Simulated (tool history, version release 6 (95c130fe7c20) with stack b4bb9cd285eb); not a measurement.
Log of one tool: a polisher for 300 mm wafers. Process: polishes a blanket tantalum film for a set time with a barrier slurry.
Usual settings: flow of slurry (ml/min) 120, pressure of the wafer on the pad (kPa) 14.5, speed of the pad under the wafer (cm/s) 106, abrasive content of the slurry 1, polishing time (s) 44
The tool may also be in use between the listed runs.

run     day  flow of slurry (ml/min)  pressure of the wafer on the pad (kPa)  speed of the pad under the wafer (cm/s)  abrasive content of the slurry  polishing time (s)  incoming thickness of the incoming film, nm  film removed (angstrom)
  1       0                      120                                    14.5                                      106                               1                  44                                        442.7                      718
  2   2.392                      120                                    14.5                                      106                               1                  44                                        447.5                      704
  3   4.654                      120                                    14.5                                      106                               1                  44                                        458.2                      701
  4   7.021                      120                                    14.5                                      128                               1                  53                                        451.5                      997
  5  11.046                      120                                    14.5                                      128                               1                  53                                        454.1                      998
  6  14.021                      120                                    14.5                                      128                               1                  53                                        446.5                      999
  7  17.688                      120                                    14.5                                       84                               1                  44                                        451.8                      550
  8  20.442                      120                                    14.5                                       84                               1                  44                                        455.3                      573
  9  23.138                      120                                    14.5                                      106                             1.1                  44                                          448                      730
 10  24.688                      120                                    14.5                                      106                             1.1                  44                                        457.4                      731
 11  27.204                      120                                    14.5                                      106                               1                  38                                        441.5                      596
 12  30.562                      140                                    10.3                                      106                               1                  44                                        449.1                      584
 13  33.488                       80                                    14.5                                      128                               1                  56                                          452                      933
 14    37.8                      120                                    14.5                                      106                               1                  44                                        449.7                      721
 15  42.204                      155                                    14.5                                       70                               1                  44                                        452.3                      496
 16  44.854                      120                                    14.5                                      106                               1                  44                                        443.8                      693
 17  46.725                      120                                    18.6                                       70                               1                  44                                        448.8                      554
 18  49.592                      120                                    11.7                                      118                               1                  44                                        450.3                      681
 19  51.325                      145                                    18.6                                      106                               1                  58                                        452.3                     1123
 20  54.425                      120                                    14.5                                      106                               1                  38                                        452.4                      630
 21  57.029                      120                                    12.4                                      106                               1                  38                                        449.9                      553
 22    58.9                      155                                    14.5                                      124                            0.75                  57                                        454.8                      997
 23  61.458                      120                                    12.4                                       78                             1.1                  44                                        450.8                      485
 24  64.804                      120                                    14.5                                      106                               1                  44                                          455                      691
 25  67.058                      120                                    14.5                                       96                            0.85                  44                                        440.3                      590
 26  69.617                      120                                    17.9                                       82                            1.25                  44                                        445.7                      659
 27  71.767                      120                                    14.5                                      106                               1                  44                                        454.8                      692
 28  73.592                      120                                    15.9                                       82                               1                  44                                        451.6                      570
 29  77.304                      120                                    14.5                                      106                               1                  44                                        449.3                      702

Not shown: 15 entries that the log had between the listed runs. Between which runs, and how does the tool's hidden state differ before and after?
Between runs 1 and 2: slurry nozzle cleaned (day 1.254)
  removal rate lost through wear of the pad, %: 1.89 -> 2.91
  measured less the result without the state, film removed (angstrom): -14 -> -22
Between runs 5 and 6: head pressure recalibrated (day 11.154); slurry blender recalibrated (day 13.583)
  removal rate lost through wear of the pad, %: 4.58 -> 4.79
  measured less the result without the state, film removed (angstrom): -48 -> -50
Between runs 7 and 8: worn pad replaced by a new one (day 18.846)
  removal rate lost through wear of the pad, %: 4.95 -> 1.26
  measured less the result without the state, film removed (angstrom): -29 -> -8
Between runs 8 and 9: slurry nozzle cleaned (day 22.35)
  removal rate lost through wear of the pad, %: 1.26 -> 2.59
  measured less the result without the state, film removed (angstrom): -8 -> -19
Between runs 13 and 14: slurry blender recalibrated (day 34.338); worn pad replaced by a new one (day 36.021); head pressure recalibrated (day 36.108)
  removal rate lost through wear of the pad, %: 4.6 -> 1.29
  measured less the result without the state, film removed (angstrom): -45 -> -9
Between runs 15 and 16: slurry nozzle cleaned (day 42.662)
  removal rate lost through wear of the pad, %: 3.15 -> 3.79
  measured less the result without the state, film removed (angstrom): -17 -> -28
Between runs 19 and 20: slurry blender recalibrated (day 52.1); worn pad replaced by a new one (day 53.979)
  removal rate lost through wear of the pad, %: 4.57 -> 0.366
  measured less the result without the state, film removed (angstrom): -54 -> -2
Between runs 22 and 23: head pressure recalibrated (day 59.475); slurry nozzle cleaned (day 59.688)
  removal rate lost through wear of the pad, %: 2.69 -> 3.44
  measured less the result without the state, film removed (angstrom): -27 -> -17
Between runs 26 and 27: slurry blender recalibrated (day 70.675)
  removal rate lost through wear of the pad, %: 4.54 -> 4.66
  measured less the result without the state, film removed (angstrom): -31 -> -33
Between runs 28 and 29: worn pad replaced by a new one (day 75.329)
  removal rate lost through wear of the pad, %: 4.74 -> 1.52
  measured less the result without the state, film removed (angstrom): -29 -> -11
